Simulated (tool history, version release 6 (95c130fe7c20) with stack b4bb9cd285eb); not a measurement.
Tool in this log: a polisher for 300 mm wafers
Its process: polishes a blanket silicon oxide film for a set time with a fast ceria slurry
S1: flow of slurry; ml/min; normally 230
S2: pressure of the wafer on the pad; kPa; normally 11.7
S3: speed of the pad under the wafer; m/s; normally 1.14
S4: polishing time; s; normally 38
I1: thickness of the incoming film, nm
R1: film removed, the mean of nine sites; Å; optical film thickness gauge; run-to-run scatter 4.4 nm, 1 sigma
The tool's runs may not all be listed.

{"run": 1, "hour": 0.0, "S1": 230, "S2": 11.7, "S3": 1.14, "S4": 38, "I1": 1657.4, "R1": 3956}
{"run": 2, "hour": 49.9, "S1": 230, "S2": 13.8, "S3": 1.14, "S4": 38, "I1": 1687.9, "R1": 4594}
{"run": 3, "hour": 80.7, "S1": 230, "S2": 13.8, "S3": 1.14, "S4": 38, "I1": 1694.9, "R1": 4507}
{"run": 4, "hour": 118.4, "S1": 230, "S2": 11.7, "S3": 1.14, "S4": 38, "I1": 1637.7, "R1": 3951}
{"run": 5, "hour": 185.9, "S1": 230, "S2": 11.7, "S3": 1.14, "S4": 33, "I1": 1644.9, "R1": 3424}
{"run": 6, "hour": 239.9, "S1": 230, "S2": 11.7, "S3": 1.14, "S4": 33, "I1": 1700.3, "R1": 3422}
{"hour": 248.9, "done": "worn pad replaced by a new one"}
{"run": 7, "hour": 277.8, "S1": 230, "S2": 11.7, "S3": 1.14, "S4": 33, "I1": 1687.2, "R1": 3474}
{"run": 8, "hour": 428.6, "S1": 230, "S2": 11.7, "S3": 1.42, "S4": 38, "I1": 1687.5, "R1": 4945}
{"run": 9, "hour": 484.4, "S1": 230, "S2": 11.7, "S3": 1.42, "S4": 38, "I1": 1671.2, "R1": 4922}
{"run": 10, "hour": 515.4, "S1": 230, "S2": 11.7, "S3": 1.42, "S4": 38, "I1": 1664.1, "R1": 4872}
{"run": 11, "hour": 576.2, "S1": 230, "S2": 11.7, "S3": 1.14, "S4": 38, "I1": 1687.8, "R1": 3994}
{"run": 12, "hour": 645.7, "S1": 230, "S2": 11.7, "S3": 1.14, "S4": 38, "I1": 1674.7, "R1": 3910}
{"hour": 653.7, "done": "slurry nozzle cleaned"}
{"hour": 670.6, "done": "worn pad replaced by a new one"}
{"run": 13, "hour": 687.3, "S1": 230, "S2": 11.7, "S3": 1.14, "S4": 38, "I1": 1663.6, "R1": 3956}
{"run": 14, "hour": 727.1, "S1": 285, "S2": 11.7, "S3": 1.14, "S4": 38, "I1": 1653.6, "R1": 3999}
{"hour": 740.4, "done": "head pressure recalibrated"}
{"run": 15, "hour": 764.7, "S1": 230, "S2": 11.7, "S3": 1.14, "S4": 38, "I1": 1644.3, "R1": 4053}
{"run": 16, "hour": 797.4, "S1": 230, "S2": 11.7, "S3": 1.14, "S4": 38, "I1": 1693.5, "R1": 3932}
{"run": 17, "hour": 840.3, "S1": 230, "S2": 11.7, "S3": 1.14, "S4": 38, "I1": 1660.4, "R1": 3919}
{"run": 18, "hour": 866.5, "S1": 165, "S2": 15.9, "S3": 1.14, "S4": 38, "I1": 1664.7, "R1": 4962}
{"run": 19, "hour": 900.6, "S1": 300, "S2": 10.3, "S3": 1.02, "S4": 44, "I1": 1692.8, "R1": 3817}
{"run": 20, "hour": 935.5, "S1": 300, "S2": 11.7, "S3": 0.76, "S4": 38, "I1": 1675.2, "R1": 2717}
{"run": 21, "hour": 984.3, "S1": 180, "S2": 14.5, "S3": 0.84, "S4": 30, "I1": 1647.9, "R1": 2696}
{"run": 22, "hour": 1041.0, "S1": 230, "S2": 11.7, "S3": 1.14, "S4": 38, "I1": 1668.4, "R1": 4023}
{"run": 23, "hour": 1069.5, "S1": 230, "S2": 11.7, "S3": 1.14, "S4": 38, "I1": 1650.3, "R1": 4009}
{"hour": 1116.2, "done": "worn pad replaced by a new one"}
{"run": 24, "hour": 1116.7, "S1": 305, "S2": 11.7, "S3": 1.14, "S4": 38, "I1": 1640.8, "R1": 4034}
{"run": 25, "hour": 1182.4, "S1": 230, "S2": 11.7, "S3": 1.14, "S4": 38, "I1": 1697.8, "R1": 3932}
{"run": 26, "hour": 1225.2, "S1": 275, "S2": 11.7, "S3": 1.4, "S4": 38, "I1": 1680.6, "R1": 4880}
{"run": 27, "hour": 1286.0, "S1": 230, "S2": 8.3, "S3": 1.02, "S4": 38, "I1": 1644.8, "R1": 2627}
{"run": 28, "hour": 1334.2, "S1": 230, "S2": 11.7, "S3": 1.14, "S4": 30, "I1": 1679.0, "R1": 3105}
{"run": 29, "hour": 1398.8, "S1": 255, "S2": 11.7, "S3": 1.34, "S4": 30, "I1": 1673.0, "R1": 3716}
{"hour": 1425.8, "done": "slurry nozzle cleaned"}
{"run": 30, "hour": 1426.3, "S1": 230, "S2": 11.7, "S3": 1.14, "S4": 29, "I1": 1695.7, "R1": 3025}
{"run": 31, "hour": 1487.4, "S1": 255, "S2": 14.5, "S3": 1.44, "S4": 43, "I1": 1687.5, "R1": 6832}
{"run": 32, "hour": 1556.9, "S1": 230, "S2": 11.7, "S3": 0.98, "S4": 38, "I1": 1681.7, "R1": 3344}
{"hour": 1561.1, "done": "worn pad replaced by a new one"}
{"run": 33, "hour": 1623.5, "S1": 230, "S2": 11.7, "S3": 0.94, "S4": 38, "I1": 1653.2, "R1": 3229}
{"run": 34, "hour": 1663.4, "S1": 230, "S2": 14.5, "S3": 1.14, "S4": 38, "I1": 1673.0, "R1": 4818}
{"run": 35, "hour": 1733.3, "S1": 230, "S2": 10.3, "S3": 0.84, "S4": 38, "I1": 1680.2, "R1": 2609}
{"run": 36, "hour": 1796.1, "S1": 155, "S2": 11.7, "S3": 1.36, "S4": 48, "I1": 1668.5, "R1": 5728}
{"run": 37, "hour": 1866.0, "S1": 230, "S2": 11.7, "S3": 1.14, "S4": 38, "I1": 1667.1, "R1": 3879}
{"hour": 1922.7, "done": "worn pad replaced by a new one"}
{"run": 38, "hour": 1929.7, "S1": 230, "S2": 10.3, "S3": 1.14, "S4": 28, "I1": 1641.2, "R1": 2642}

Branching from run 38: 3 alternative next runs. What would each branch give?
{"run": "A", "hour": 1930.1, "S1": 230, "S2": 11.7, "S3": 1.14, "S4": 38, "I1": 1693.2, "R1": "?"}
{"run": "B", "hour": 1930.1, "S1": 165, "S2": 14.5, "S3": 1.04, "S4": 27, "I1": 1693.2, "R1": "?"}
{"run": "C", "hour": 1930.1, "S1": 185, "S2": 13.1, "S3": 1.28, "S4": 25, "I1": 1693.2, "R1": "?"}

run=A R1=3944
run=B R1=2974
run=C R1=3125
Stripped of hidden state, with their random variation kept, the same runs would have yielded:
run=A R1=3944
run=B R1=2974
run=C R1=3125
